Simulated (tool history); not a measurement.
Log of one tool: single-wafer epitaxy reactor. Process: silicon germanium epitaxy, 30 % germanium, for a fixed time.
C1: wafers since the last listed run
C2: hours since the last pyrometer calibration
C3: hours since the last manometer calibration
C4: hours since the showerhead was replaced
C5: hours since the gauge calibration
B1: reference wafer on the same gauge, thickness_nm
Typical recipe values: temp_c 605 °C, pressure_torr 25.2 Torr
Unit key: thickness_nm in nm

run 1 day=0.000 | temp_c=605 pressure_torr=25.2 | C1=0 C2=1313.0 C3=1283.9 C4=6972.3 C5=488.0 | B1=80.815 | thickness_nm=71.006
run 2 day=1.896 | temp_c=605 pressure_torr=25.2 | C1=619 C2=1358.5 C3=1329.4 C4=7017.8 C5=533.5 | B1=80.934 | thickness_nm=71.355
run 3 day=3.762 | temp_c=605 pressure_torr=25.2 | C1=610 C2=1403.3 C3=1374.2 C4=7062.6 C5=578.3 | B1=80.923 | thickness_nm=71.521
run 4 day=6.579 | temp_c=594 pressure_torr=25.2 | C1=920 C2=1470.9 C3=1441.8 C4=7130.2 C5=645.9 | B1=80.950 | thickness_nm=59.870
run 5 day=7.688 | temp_c=594 pressure_torr=25.2 | C1=362 C2=1497.5 C3=1468.4 C4=7156.8 C5=672.5 | B1=80.945 | thickness_nm=60.194
run 6 day=9.492 | temp_c=605 pressure_torr=25.2 | C1=589 C2=1540.8 C3=1511.7 C4=7200.1 C5=715.8 | B1=80.959 | thickness_nm=71.020
run 7 day=12.450 | temp_c=605 pressure_torr=25.2 | C1=967 C2=1611.8 C3=1582.7 C4=7271.1 C5=786.8 | B1=80.921 | thickness_nm=71.466
run 8 day=13.471 | temp_c=605 pressure_torr=25.2 | C1=333 C2=1636.3 C3=1607.2 C4=7295.6 C5=811.3 | B1=80.742 | thickness_nm=71.418
run 9 day=14.662 | temp_c=605 pressure_torr=25.2 | C1=389 C2=1664.9 C3=1635.8 C4=7324.2 C5=839.9 | B1=81.005 | thickness_nm=71.464
run 10 day=16.383 | temp_c=605 pressure_torr=25.2 | C1=562 C2=1706.2 C3=1677.1 C4=7365.5 C5=881.2 | B1=80.889 | thickness_nm=70.543
run 11 day=18.483 | temp_c=610 pressure_torr=25.2 | C1=686 C2=1756.6 C3=1727.5 C4=7415.9 C5=931.6 | B1=80.997 | thickness_nm=77.202
run 12 day=20.254 | temp_c=605 pressure_torr=25.2 | C1=578 C2=1799.1 C3=1770.0 C4=7458.4 C5=974.1 | B1=80.928 | thickness_nm=71.153
run 13 day=22.088 | temp_c=605 pressure_torr=25.2 | C1=599 C2=1843.1 C3=1814.0 C4=7502.4 C5=1018.1 | B1=80.897 | thickness_nm=70.782
run 14 day=25.058 | temp_c=605 pressure_torr=25.2 | C1=971 C2=1914.4 C3=1885.3 C4=7573.7 C5=1089.4 | B1=80.830 | thickness_nm=71.167
run 15 day=26.300 | temp_c=605 pressure_torr=25.2 | C1=405 C2=1944.2 C3=1915.1 C4=7603.5 C5=1119.2 | B1=80.989 | thickness_nm=71.570
run 16 day=29.046 | temp_c=605 pressure_torr=25.2 | C1=897 C2=2010.1 C3=1981.0 C4=7669.4 C5=1185.1 | B1=80.921 | thickness_nm=70.925
-- day=30.000 capacitance manometer re-zeroed and calibrated
run 17 day=31.879 | temp_c=605 pressure_torr=25.2 | C1=817 C2=2078.1 C3=45.1 C4=7737.4 C5=1253.1 | B1=80.838 | thickness_nm=71.381
-- day=33.379 showerhead replaced
run 18 day=33.900 | temp_c=612 pressure_torr=27.2 | C1=551 C2=2126.6 C3=93.6 C4=12.5 C5=1301.6 | B1=80.889 | thickness_nm=80.487
run 19 day=36.838 | temp_c=605 pressure_torr=19.6 | C1=960 C2=2197.1 C3=164.1 C4=83.0 C5=1372.1 | B1=80.795 | thickness_nm=67.763
-- day=40.008 gauge calibrated
run 20 day=43.333 | temp_c=605 pressure_torr=28.4 | C1=2123 C2=2353.0 C3=320.0 C4=238.9 C5=79.8 | B1=80.876 | thickness_nm=73.049
run 21 day=44.562 | temp_c=590 pressure_torr=21.2 | C1=401 C2=2382.5 C3=349.5 C4=268.4 C5=109.3 | B1=80.948 | thickness_nm=54.234
run 22 day=46.825 | temp_c=601 pressure_torr=25.2 | C1=739 C2=2436.8 C3=403.8 C4=322.7 C5=163.6 | B1=80.924 | thickness_nm=66.911
run 23 day=49.642 | temp_c=600 pressure_torr=20.4 | C1=920 C2=2504.4 C3=471.4 C4=390.3 C5=231.2 | B1=80.973 | thickness_nm=63.623
run 24 day=51.417 | temp_c=605 pressure_torr=27.0 | C1=580 C2=2547.0 C3=514.0 C4=432.9 C5=273.8 | B1=80.993 | thickness_nm=72.330
run 25 day=53.412 | temp_c=614 pressure_torr=22.6 | C1=652 C2=2594.9 C3=561.9 C4=480.8 C5=321.7 | B1=80.882 | thickness_nm=80.210
run 26 day=61.775 | temp_c=618 pressure_torr=25.2 | C1=2733 C2=2795.6 C3=762.6 C4=681.5 C5=522.4 | B1=80.928 | thickness_nm=87.583
-- day=62.821 pyrometer calibrated
run 27 day=64.038 | temp_c=601 pressure_torr=25.2 | C1=630 C2=29.2 C3=816.9 C4=735.8 C5=576.7 | B1=80.953 | thickness_nm=66.361
run 28 day=66.008 | temp_c=592 pressure_torr=27.0 | C1=644 C2=76.5 C3=864.2 C4=783.1 C5=624.0 | B1=80.895 | thickness_nm=58.791
run 29 day=68.783 | temp_c=614 pressure_torr=27.4 | C1=907 C2=143.1 C3=930.8 C4=849.7 C5=690.6 | B1=80.995 | thickness_nm=83.421
run 30 day=71.775 | temp_c=592 pressure_torr=27.5 | C1=978 C2=214.9 C3=1002.6 C4=921.5 C5=762.4 | B1=80.945 | thickness_nm=59.243
run 31 day=72.938 | temp_c=605 pressure_torr=27.6 | C1=380 C2=242.8 C3=1030.5 C4=949.4 C5=790.3 | B1=81.048 | thickness_nm=72.141
run 32 day=75.454 | temp_c=605 pressure_torr=27.6 | C1=822 C2=303.2 C3=1090.9 C4=1009.8 C5=850.7 | B1=80.944 | thickness_nm=72.184
run 33 day=77.833 | temp_c=611 pressure_torr=27.0 | C1=777 C2=360.3 C3=1148.0 C4=1066.9 C5=907.8 | B1=80.825 | thickness_nm=79.937
run 34 day=80.642 | temp_c=618 pressure_torr=25.2 | C1=918 C2=427.7 C3=1215.4 C4=1134.3 C5=975.2 | B1=80.906 | thickness_nm=86.744
run 35 day=83.250 | temp_c=605 pressure_torr=25.2 | C1=852 C2=490.3 C3=1278.0 C4=1196.9 C5=1037.8 | B1=80.857 | thickness_nm=71.551
run 36 day=85.042 | temp_c=591 pressure_torr=22.5 | C1=585 C2=533.3 C3=1321.0 C4=1239.9 C5=1080.8 | B1=80.869 | thickness_nm=55.544

Alternative continuations, all from the tool just after run 36; predict every row:
run A day=85.058 | temp_c=605 pressure_torr=25.2 | C1=5 C2=533.7 C3=1321.4 C4=1240.3 C5=1081.2 | B1=? | thickness_nm=?
run B day=85.058 | temp_c=601 pressure_torr=19.9 | C1=5 C2=533.7 C3=1321.4 C4=1240.3 C5=1081.2 | B1=? | thickness_nm=?
run C day=85.058 | temp_c=594 pressure_torr=30.9 | C1=5 C2=533.7 C3=1321.4 C4=1240.3 C5=1081.2 | B1=? | thickness_nm=?

run=A B1=80.858 thickness_nm=71.367
run=B B1=80.858 thickness_nm=63.843
run=C B1=80.858 thickness_nm=62.592
With the hidden condition removed and each run's random variation left untouched, the same runs would have given:
run=A thickness_nm=71.367
run=B thickness_nm=63.843
run=C thickness_nm=62.592
